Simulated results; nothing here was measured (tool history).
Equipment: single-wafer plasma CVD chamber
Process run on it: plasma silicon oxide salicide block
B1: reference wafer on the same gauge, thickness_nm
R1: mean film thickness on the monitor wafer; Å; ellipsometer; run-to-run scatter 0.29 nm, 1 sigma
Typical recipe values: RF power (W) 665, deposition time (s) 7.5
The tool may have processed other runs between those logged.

Run 1, hour 0: usual settings but RF power (W) 610; B1 87.814. Result: R1 748.24 Å.
Run 2, hour 38.9: usual settings but RF power (W) 610; B1 87.855. Result: R1 752.62 Å.
Run 3, hour 118.7: usual settings but RF power (W) 575, deposition time (s) 8.04; B1 87.687. Result: R1 793.84 Å.
Run 4, hour 173.5: usual settings but RF power (W) 575, deposition time (s) 8.04; B1 87.804. Result: R1 793.3 Å.
Run 5, hour 274.5: usual settings; B1 87.832. Result: R1 764.31 Å.
Run 6, hour 320.9: usual settings; B1 87.645. Result: R1 762.53 Å.
Run 7, hour 388.7: usual settings; B1 87.855. Result: R1 765.21 Å.
Run 8, hour 475.4: usual settings; B1 87.827. Result: R1 760.48 Å.
Run 9, hour 690.2: usual settings; B1 87.659. Result: R1 760.43 Å.
Run 10, hour 756.3: usual settings; B1 87.688. Result: R1 761.34 Å.
Run 11, hour 800.5: usual settings; B1 87.712. Result: R1 757.23 Å.
At hour 824.2: gauge calibrated.
Run 12, hour 844.5: usual settings; B1 87.593. Result: R1 763.46 Å.
Run 13, hour 880.6: usual settings but RF power (W) 755, deposition time (s) 7.95; B1 87.785. Result: R1 828.6 Å.
Run 14, hour 965.9: usual settings but RF power (W) 755, deposition time (s) 7.95; B1 87.648. Result: R1 834.54 Å.
Run 15, hour 1064.3: usual settings but RF power (W) 570; B1 87.794. Result: R1 735.18 Å.
At hour 1089.7: RF generator calibrated.
Run 16, hour 1164: usual settings but RF power (W) 730; B1 87.758. Result: R1 768.49 Å.
Run 17, hour 1209.4: usual settings but RF power (W) 730; B1 87.61. Result: R1 769.47 Å.
Run 18, hour 1282.5: usual settings but RF power (W) 730; B1 87.62. Result: R1 770.49 Å.
Run 19, hour 1340.1: usual settings but deposition time (s) 6.62; B1 87.697. Result: R1 664.05 Å.
Run 20, hour 1399.5: usual settings but RF power (W) 535, deposition time (s) 6.33; B1 87.504. Result: R1 601.86 Å.
Run 21, hour 1450: usual settings; B1 87.672. Result: R1 756.16 Å.
At hour 1503.4: RF generator calibrated, repeated, since the last time left the tool worse.
Run 22, hour 1515.2: usual settings but RF power (W) 795; B1 87.756. Result: R1 802.89 Å.
Run 23, hour 1577.2: usual settings; B1 87.819. Result: R1 765.98 Å.
At hour 1609.7: showerhead replaced.
Run 24, hour 1631.5: usual settings but RF power (W) 535; B1 87.585. Result: R1 732.88 Å.
Run 25, hour 1669.2: usual settings but RF power (W) 610, deposition time (s) 8.23; B1 87.655. Result: R1 824.62 Å.
Run 26, hour 1763.2: usual settings but RF power (W) 570; B1 87.758. Result: R1 743.69 Å.
Run 27, hour 1826.1: usual settings but RF power (W) 560; B1 87.679. Result: R1 738.26 Å.
Run 28, hour 1874: usual settings; B1 87.616. Result: R1 762.79 Å.
Run 29, hour 1924.5: usual settings but RF power (W) 720, deposition time (s) 6.81; B1 87.852. Result: R1 709.67 Å.
Run 30, hour 2018: usual settings; B1 87.637. Result: R1 766.99 Å.
Run 31, hour 2115.4: usual settings but RF power (W) 575, deposition time (s) 6.78; B1 87.778. Result: R1 671.7 Å.
Run 32, hour 2199.6: usual settings but RF power (W) 770, deposition time (s) 6; B1 87.706. Result: R1 633.94 Å.
At hour 2267: gauge calibrated.
Run 33, hour 2299.9: usual settings but RF power (W) 720, deposition time (s) 8.71; B1 87.732. Result: R1 910.34 Å.
Run 34, hour 2402: usual settings but RF power (W) 775, deposition time (s) 6.26; B1 87.898. Result: R1 657.31 Å.
Run 35, hour 2452.8: usual settings but deposition time (s) 8.08; B1 87.768. Result: R1 824.78 Å.
Run 36, hour 2516.4: usual settings but RF power (W) 720, deposition time (s) 6.02; B1 87.798. Result: R1 629.62 Å.

Run-by-run hidden state of the tool:
gauge reads high (%): 0, the same for each run
H1: delivered RF power above the setpoint (%)
run      H1
  1   -2.86
  2   -2.95
  3   -3.13
  4   -3.25
  5   -3.47
  6   -3.57
  7   -3.72
  8   -3.91
  9   -4.38
 10   -4.53
 11   -4.62
 12   -4.72
 13    -4.8
 14   -4.99
 15    -5.2
 16   -9.66
 17   -9.76
 18   -9.92
 19     -10
 20   -10.2
 21   -10.3
 22  -0.705
 23  -0.842
 24  -0.961
 25   -1.04
 26   -1.25
 27   -1.39
 28   -1.49
 29   -1.61
 30   -1.81
 31   -2.02
 32   -2.21
 33   -2.43
 34   -2.65
 35   -2.77
 36   -2.91
